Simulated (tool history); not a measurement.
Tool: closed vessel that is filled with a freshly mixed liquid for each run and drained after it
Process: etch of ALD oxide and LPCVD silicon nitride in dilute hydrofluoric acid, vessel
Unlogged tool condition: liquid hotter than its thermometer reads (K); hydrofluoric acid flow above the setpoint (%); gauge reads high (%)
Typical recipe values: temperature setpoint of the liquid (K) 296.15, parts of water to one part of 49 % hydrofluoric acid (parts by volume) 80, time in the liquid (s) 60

run     day  temperature setpoint of the liquid (K)  parts of water to one part of 49 % hydrofluoric acid (parts by volume)  time in the liquid (s)  wafers since the last listed run  hours since the thermometer was replaced  hours since the hydrofluoric acid flow meter was replaced  hours since the gauge calibration  read-back film thickness of the ALD oxide reference wafer, read on the same gauge (nm)  read-back film thickness of the LPCVD silicon nitride reference wafer, read on the same gauge (nm)  thickness taken off the ALD oxide on a monitor wafer (Å)  thickness taken off the LPCVD silicon nitride on a monitor wafer (Å)
  1       0                                  296.15                                                                      80                      60                                 0                                    2342.7                                                      954.8                              300.2                                                                                   80.01                                                                                             120.004                                                     185.2                                                                   3.6
  2   0.271                                  296.15                                                                      80                      60                               604                                    2349.2                                                      961.3                              306.7                                                                                      80                                                                                             119.994                                                       186                                                                  3.77
  3   0.688                                  296.15                                                                      90                      60                               929                                    2359.2                                                      971.3                              316.7                                                                                   79.98                                                                                             119.977                                                     162.2                                                                  3.57
  4   1.029                                  293.65                                                                      70                      60                               762                                    2367.4                                                      979.5                              324.9                                                                                   79.99                                                                                             120.042                                                       194                                                                  3.84
  5   1.646                                  296.15                                                                      80                      60                              1375                                    2382.2                                                      994.3                              339.7                                                                                   80.01                                                                                              119.98                                                     186.7                                                                  3.82
  6    1.95                                  296.15                                                                      80                      60                               678                                    2389.5                                                     1001.6                                347                                                                                   79.99                                                                                             119.968                                                     186.2                                                                  4.28
  7   2.517                                  296.15                                                                      80                      60                              1264                                    2403.1                                                     1015.2                              360.6                                                                                   80.01                                                                                             120.013                                                     186.1                                                                  3.82
  8   3.004                                  296.15                                                                      80                      60                              1087                                    2414.8                                                     1026.9                              372.3                                                                                      80                                                                                             120.034                                                     186.4                                                                  4.06
  9   3.429                                  296.15                                                                      80                      60                               948                                      2425                                                     1037.1                              382.5                                                                                   80.02                                                                                             120.024                                                     186.7                                                                  4.04
 10   4.092                                  293.65                                                                      65                      60                              1478                                    2440.9                                                       1053                              398.4                                                                                      80                                                                                             119.994                                                     212.2                                                                  4.12
 11   4.817                                  299.65                                                                      80                      60                              1617                                    2458.3                                                     1070.4                              415.8                                                                                   80.02                                                                                             120.036                                                     214.9                                                                  4.92
 12   5.375                                  296.15                                                                      80                      40                              1245                                    2471.7                                                     1083.8                              429.2                                                                                   79.98                                                                                             120.008                                                     125.1                                                                  2.85
 13   5.842                                  293.15                                                                      70                      85                              1041                                    2482.9                                                       1095                              440.4                                                                                      80                                                                                             120.004                                                     271.8                                                                  5.04
      6.183  -- hydrofluoric acid flow meter replaced
 14   6.496                                  298.15                                                                     115                      35                              1366                                    2498.6                                                        7.5                              456.1                                                                                   79.99                                                                                             120.016                                                      74.4                                                                  1.69
      7.012  -- thermometer replaced
 15   7.033                                  291.65                                                                      60                      60                              1106                                       0.5                                                       20.4                                469                                                                                   80.03                                                                                             119.958                                                     186.9                                                                  3.16
       7.05  -- gauge calibrated
 16   9.088                                  294.15                                                                      80                      60                              4582                                      49.8                                                       69.7                               48.9                                                                                   80.01                                                                                             120.026                                                     154.2                                                                  2.94
 17   9.367                                  296.15                                                                     105                      50                               622                                      56.5                                                       76.4                               55.6                                                                                   79.99                                                                                             120.014                                                     102.4                                                                  1.95
 18   9.946                                  296.15                                                                      95                      60                              1292                                      70.4                                                       90.3                               69.5                                                                                      80                                                                                             120.007                                                     137.6                                                                  3.35
 19  11.308                                  296.15                                                                      80                      60                              3039                                     103.1                                                        123                              102.2                                                                                      80                                                                                             119.969                                                     168.6                                                                  3.59
 20  11.646                                  296.15                                                                      45                      85                               752                                     111.2                                                      131.1                              110.3                                                                                   80.02                                                                                             120.003                                                     442.5                                                                  8.98
 21  11.954                                  296.15                                                                      95                      40                               687                                     118.6                                                      138.5                              117.7                                                                                   80.01                                                                                             120.014                                                      92.3                                                                  1.81
 22  12.658                                  292.65                                                                      45                      60                              1570                                     135.5                                                      155.4                              134.6                                                                                   80.02                                                                                             119.955                                                     270.1                                                                   5.1
 23  13.396                                  293.15                                                                      95                      95                              1645                                     153.2                                                      173.1                              152.3                                                                                   80.01                                                                                             119.945                                                     195.8                                                                  4.02
 24  14.029                                  291.65                                                                      80                      60                              1412                                     168.4                                                      188.3                              167.5                                                                                      80                                                                                             119.994                                                     139.6                                                                  2.62
 25  14.304                                  299.15                                                                     110                      45                               613                                       175                                                      194.9                              174.1                                                                                   79.99                                                                                             119.978                                                      99.2                                                                  2.38
 26  16.538                                  296.15                                                                      80                      60                              4982                                     228.6                                                      248.5                              227.7                                                                                      80                                                                                             119.972                                                     169.1                                                                  3.49

Alternative continuations, all from the tool just after run 26; predict every row:
  A  16.567                                  296.15                                                                      50                      60                                65                                     229.3                                                      249.2                              228.4                                                                                       ?                                                                                                   ?                                                         ?                                                                     ?
  B  16.567                                  293.15                                                                      70                      95                                65                                     229.3                                                      249.2                              228.4                                                                                       ?                                                                                                   ?                                                         ?                                                                     ?
  C  16.567                                  296.15                                                                      65                      60                                65                                     229.3                                                      249.2                              228.4                                                                                       ?                                                                                                   ?                                                         ?                                                                     ?
  D  16.567                                  301.15                                                                     110                      60                                65                                     229.3                                                      249.2                              228.4                                                                                       ?                                                                                                   ?                                                         ?                                                                     ?

run  read-back film thickness of the ALD oxide reference wafer, read on the same gauge (nm)  read-back film thickness of the LPCVD silicon nitride reference wafer, read on the same gauge (nm)  thickness taken off the ALD oxide on a monitor wafer (Å)  thickness taken off the LPCVD silicon nitride on a monitor wafer (Å)
  A                                                                                   79.99                                                                                             119.978                                                     280.3                                                                  5.62
  B                                                                                   79.99                                                                                             119.978                                                     273.1                                                                  5.22
  C                                                                                   79.99                                                                                             119.978                                                     211.5                                                                  4.34
  D                                                                                   79.99                                                                                             119.978                                                     143.4                                                                  3.57
With no hidden state in the tool, these same runs would have given:
run  thickness taken off the ALD oxide on a monitor wafer (Å)  thickness taken off the LPCVD silicon nitride on a monitor wafer (Å)
  A                                                     267.4                                                                  5.27
  B                                                     260.4                                                                  4.89
  C                                                     201.8                                                                  4.07
  D                                                       137                                                                  3.36
